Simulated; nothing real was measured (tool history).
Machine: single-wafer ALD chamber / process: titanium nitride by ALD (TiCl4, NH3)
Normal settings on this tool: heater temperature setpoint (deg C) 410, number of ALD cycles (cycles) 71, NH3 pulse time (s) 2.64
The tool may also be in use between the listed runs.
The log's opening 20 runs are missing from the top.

run,hour,heater temperature setpoint (deg C),number of ALD cycles (cycles),NH3 pulse time (s),"read-back reference wafer on the same gauge, thickness_nm",mean film thickness on the monitor wafer (Å)
# hour 479.9: thermocouple changed; heater temperature recalibrated
21,483.7,410,82,3.47,1.579,16.60
22,500.2,410,71,2.64,1.578,14.32
23,529.4,398,84,2.64,1.580,16.86
24,549.6,410,79,2.06,1.579,15.81
25,574.8,424,62,2.64,1.581,12.63
26,597.8,410,81,2.64,1.580,16.41
27,612.7,424,79,2.64,1.581,16.06
28,628.6,416,62,2.16,1.580,12.41
29,649.9,410,71,3.21,1.580,14.40
30,665.3,403,71,2.64,1.579,14.29
31,684.3,424,58,2.24,1.577,11.66
32,697.7,399,57,3.49,1.580,11.61
33,715.0,405,71,2.92,1.577,14.31
34,734.0,410,71,2.64,1.581,14.30
35,747.6,417,76,2.64,1.582,15.37
36,782.6,419,63,2.64,1.580,12.78
37,802.7,410,71,2.64,1.580,14.36

Below are 5 alternative next runs, each starting from the tool's condition after run 37. Predict each:
A,803.3,410,71,2.18,?,?
B,803.3,399,71,2.08,?,?
C,803.3,410,64,3.63,?,?
D,803.3,398,82,1.69,?,?
E,803.3,405,71,2.64,?,?

run,"read-back reference wafer on the same gauge, thickness_nm",mean film thickness on the monitor wafer (Å)
A,1.581,14.21
B,1.581,14.11
C,1.581,13.01
D,1.581,16.10
E,1.581,14.29
The same runs, with their run-to-run variation unchanged, on a tool lacking any hidden condition would have given:
run,mean film thickness on the monitor wafer (Å)
A,14.21
B,14.11
C,13.01
D,16.10
E,14.29

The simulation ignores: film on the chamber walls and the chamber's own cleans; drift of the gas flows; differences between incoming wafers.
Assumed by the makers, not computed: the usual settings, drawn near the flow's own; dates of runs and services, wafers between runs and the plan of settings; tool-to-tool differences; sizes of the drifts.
